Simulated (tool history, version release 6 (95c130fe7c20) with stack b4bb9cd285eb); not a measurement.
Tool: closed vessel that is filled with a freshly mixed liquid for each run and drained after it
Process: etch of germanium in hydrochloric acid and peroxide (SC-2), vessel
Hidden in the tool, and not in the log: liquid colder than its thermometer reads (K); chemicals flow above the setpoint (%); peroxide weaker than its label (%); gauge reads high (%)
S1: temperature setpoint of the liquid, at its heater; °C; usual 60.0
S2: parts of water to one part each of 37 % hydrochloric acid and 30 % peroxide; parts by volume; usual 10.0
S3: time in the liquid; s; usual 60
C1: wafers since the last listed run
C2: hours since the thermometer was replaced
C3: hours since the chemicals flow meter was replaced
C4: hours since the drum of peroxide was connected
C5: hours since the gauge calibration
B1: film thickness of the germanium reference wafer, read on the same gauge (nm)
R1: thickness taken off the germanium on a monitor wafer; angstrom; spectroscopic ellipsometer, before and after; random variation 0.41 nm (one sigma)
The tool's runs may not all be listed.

Run 1, hour 0.0: usual settings; C1 0; C2 2240.4; C3 1665.6; C4 997.0; C5 122.4; B1 130.00. Result: R1 1912.7 angstrom.
Run 2, hour 16.6: usual settings; C1 1959; C2 2257.0; C3 1682.2; C4 1013.6; C5 139.0; B1 129.98. Result: R1 1908.4 angstrom.
Run 3, hour 51.2: usual settings; C1 4083; C2 2291.6; C3 1716.8; C4 1048.2; C5 173.6; B1 130.01. Result: R1 1907.5 angstrom.
Run 4, hour 81.5: usual settings; C1 3575; C2 2321.9; C3 1747.1; C4 1078.5; C5 203.9; B1 130.02. Result: R1 1910.6 angstrom.
Run 5, hour 100.9: usual settings but S3 50 s; C1 2289; C2 2341.3; C3 1766.5; C4 1097.9; C5 223.3; B1 130.02. Result: R1 1591.3 angstrom.
Run 6, hour 136.6: usual settings but S3 50 s; C1 4213; C2 2377.0; C3 1802.2; C4 1133.6; C5 259.0; B1 130.03. Result: R1 1594.1 angstrom.
Run 7, hour 155.6: usual settings but S3 50 s; C1 2242; C2 2396.0; C3 1821.2; C4 1152.6; C5 278.0; B1 130.01. Result: R1 1587.2 angstrom.
Run 8, hour 178.1: usual settings but S2 9.0 parts by volume, S3 80 s; C1 2655; C2 2418.5; C3 1843.7; C4 1175.1; C5 300.5; B1 129.99. Result: R1 2570.1 angstrom.
Run 9, hour 205.9: usual settings but S3 80 s; C1 3280; C2 2446.3; C3 1871.5; C4 1202.9; C5 328.3; B1 130.05. Result: R1 2534.9 angstrom.
Run 10, hour 227.7: usual settings; C1 2572; C2 2468.1; C3 1893.3; C4 1224.7; C5 350.1; B1 129.98. Result: R1 1902.3 angstrom.
Run 11, hour 255.4: usual settings but S3 40 s; C1 3269; C2 2495.8; C3 1921.0; C4 1252.4; C5 377.8; B1 129.99. Result: R1 1259.1 angstrom.
Run 12, hour 273.0: usual settings but S3 40 s; C1 2077; C2 2513.4; C3 1938.6; C4 1270.0; C5 395.4; B1 129.99. Result: R1 1265.1 angstrom.
Run 13, hour 295.4: usual settings but S2 14.0 parts by volume; C1 2643; C2 2535.8; C3 1961.0; C4 1292.4; C5 417.8; B1 130.03. Result: R1 1811.0 angstrom.
Run 14, hour 313.2: usual settings but S2 14.0 parts by volume; C1 2100; C2 2553.6; C3 1978.8; C4 1310.2; C5 435.6; B1 130.02. Result: R1 1805.3 angstrom.
Run 15, hour 338.1: usual settings but S2 11.5 parts by volume; C1 2938; C2 2578.5; C3 2003.7; C4 1335.1; C5 460.5; B1 130.05. Result: R1 1859.8 angstrom.
Run 16, hour 373.9: usual settings but S1 65.5 °C, S2 7.5 parts by volume; C1 4224; C2 2614.3; C3 2039.5; C4 1370.9; C5 496.3; B1 130.01. Result: R1 2286.0 angstrom.
Run 17, hour 432.4: usual settings but S1 54.0 °C, S2 12.0 parts by volume; C1 6903; C2 2672.8; C3 2098.0; C4 1429.4; C5 554.8; B1 129.99. Result: R1 1535.3 angstrom.
Run 18, hour 445.3: usual settings but S3 40 s; C1 1522; C2 2685.7; C3 2110.9; C4 1442.3; C5 567.7; B1 130.00. Result: R1 1253.6 angstrom.
At hour 450.3: chemicals flow meter replaced.
Run 19, hour 470.1: usual settings but S2 11.5 parts by volume; C1 2808; C2 2710.5; C3 19.8; C4 1467.1; C5 592.5; B1 130.01. Result: R1 1855.9 angstrom.
At hour 491.7: thermometer replaced.
At hour 492.6: new drum of peroxide connected.
At hour 494.1: gauge calibrated.
Run 20, hour 498.4: usual settings but S1 53.0 °C, S2 7.5 parts by volume, S3 75 s; C1 3118; C2 6.7; C3 48.1; C4 5.8; C5 4.3; B1 129.99. Result: R1 2123.8 angstrom.

Forecast run 21:
Run 21, hour 533.2: usual settings but S1 68.5 °C, S2 14.0 parts by volume, S3 40 s; C1 4106; C2 41.5; C3 82.9; C4 40.6; C5 39.1; B1 ?. Result: R1 ?.

B1: 129.98
R1: 1662.1 angstrom
Without the tool's hidden state the same run would have given R1 1670.3 angstrom.
